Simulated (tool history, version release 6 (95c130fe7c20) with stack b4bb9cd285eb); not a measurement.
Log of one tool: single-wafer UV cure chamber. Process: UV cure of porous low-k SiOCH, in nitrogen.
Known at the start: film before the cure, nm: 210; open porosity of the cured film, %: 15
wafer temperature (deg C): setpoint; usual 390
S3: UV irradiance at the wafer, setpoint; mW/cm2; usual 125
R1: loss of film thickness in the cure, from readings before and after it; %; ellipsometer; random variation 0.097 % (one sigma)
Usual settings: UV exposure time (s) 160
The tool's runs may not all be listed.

run 1 day=0.000 | wafer_temperature_(deg_C)=390 UV_exposure_time_(s)=160 S3=125 | R1=8.801
run 2 day=4.442 | wafer_temperature_(deg_C)=390 UV_exposure_time_(s)=160 S3=125 | R1=8.546
run 3 day=6.912 | wafer_temperature_(deg_C)=390 UV_exposure_time_(s)=160 S3=97 | R1=7.669
run 4 day=9.133 | wafer_temperature_(deg_C)=390 UV_exposure_time_(s)=160 S3=97 | R1=7.447
run 5 day=11.717 | wafer_temperature_(deg_C)=390 UV_exposure_time_(s)=210 S3=146 | R1=10.048
run 6 day=15.362 | wafer_temperature_(deg_C)=390 UV_exposure_time_(s)=210 S3=146 | R1=10.133
run 7 day=17.442 | wafer_temperature_(deg_C)=390 UV_exposure_time_(s)=210 S3=146 | R1=9.891
run 8 day=19.304 | wafer_temperature_(deg_C)=390 UV_exposure_time_(s)=160 S3=125 | R1=8.287
run 9 day=21.504 | wafer_temperature_(deg_C)=390 UV_exposure_time_(s)=160 S3=125 | R1=8.167
-- day=24.271 UV bulbs replaced
-- day=25.846 quartz window cleaned
run 10 day=25.979 | wafer_temperature_(deg_C)=398 UV_exposure_time_(s)=160 S3=97 | R1=8.477
run 11 day=33.342 | wafer_temperature_(deg_C)=404 UV_exposure_time_(s)=160 S3=125 | R1=9.406
run 12 day=35.033 | wafer_temperature_(deg_C)=404 UV_exposure_time_(s)=160 S3=125 | R1=9.387
run 13 day=38.333 | wafer_temperature_(deg_C)=390 UV_exposure_time_(s)=160 S3=125 | R1=9.023
run 14 day=41.158 | wafer_temperature_(deg_C)=390 UV_exposure_time_(s)=160 S3=125 | R1=9.138
run 15 day=42.917 | wafer_temperature_(deg_C)=379 UV_exposure_time_(s)=160 S3=125 | R1=9.029
run 16 day=47.225 | wafer_temperature_(deg_C)=379 UV_exposure_time_(s)=160 S3=125 | R1=8.904
run 17 day=49.729 | wafer_temperature_(deg_C)=390 UV_exposure_time_(s)=160 S3=125 | R1=8.882
run 18 day=53.988 | wafer_temperature_(deg_C)=390 UV_exposure_time_(s)=160 S3=125 | R1=8.994
run 19 day=58.212 | wafer_temperature_(deg_C)=390 UV_exposure_time_(s)=160 S3=125 | R1=8.807
run 20 day=59.933 | wafer_temperature_(deg_C)=390 UV_exposure_time_(s)=160 S3=157 | R1=9.642
-- day=62.746 quartz window cleaned
run 21 day=70.529 | wafer_temperature_(deg_C)=390 UV_exposure_time_(s)=160 S3=157 | R1=9.452
run 22 day=79.262 | wafer_temperature_(deg_C)=390 UV_exposure_time_(s)=160 S3=125 | R1=8.563
run 23 day=82.875 | wafer_temperature_(deg_C)=390 UV_exposure_time_(s)=160 S3=125 | R1=8.335
run 24 day=87.054 | wafer_temperature_(deg_C)=390 UV_exposure_time_(s)=160 S3=125 | R1=8.421
-- day=90.254 UV bulbs replaced
run 25 day=91.312 | wafer_temperature_(deg_C)=402 UV_exposure_time_(s)=185 S3=125 | R1=10.060
run 26 day=95.367 | wafer_temperature_(deg_C)=398 UV_exposure_time_(s)=130 S3=96 | R1=7.425
-- day=96.333 quartz window cleaned
run 27 day=96.983 | wafer_temperature_(deg_C)=390 UV_exposure_time_(s)=160 S3=125 | R1=9.246
run 28 day=100.567 | wafer_temperature_(deg_C)=408 UV_exposure_time_(s)=185 S3=125 | R1=9.982
run 29 day=103.550 | wafer_temperature_(deg_C)=390 UV_exposure_time_(s)=230 S3=159 | R1=11.405
run 30 day=107.996 | wafer_temperature_(deg_C)=409 UV_exposure_time_(s)=240 S3=125 | R1=11.136
run 31 day=119.392 | wafer_temperature_(deg_C)=384 UV_exposure_time_(s)=190 S3=154 | R1=10.470
run 32 day=123.025 | wafer_temperature_(deg_C)=376 UV_exposure_time_(s)=100 S3=101 | R1=6.249
-- day=128.867 quartz window cleaned
run 33 day=133.450 | wafer_temperature_(deg_C)=376 UV_exposure_time_(s)=160 S3=125 | R1=8.281
run 34 day=137.354 | wafer_temperature_(deg_C)=390 UV_exposure_time_(s)=110 S3=125 | R1=7.247

Forecast run 35:
run 35 day=139.875 | wafer_temperature_(deg_C)=383 UV_exposure_time_(s)=75 S3=125 | R1=?

{"run 35": {"R1": 5.815}}
Without the tool's hidden state the same run would have given R1 6.552 %.
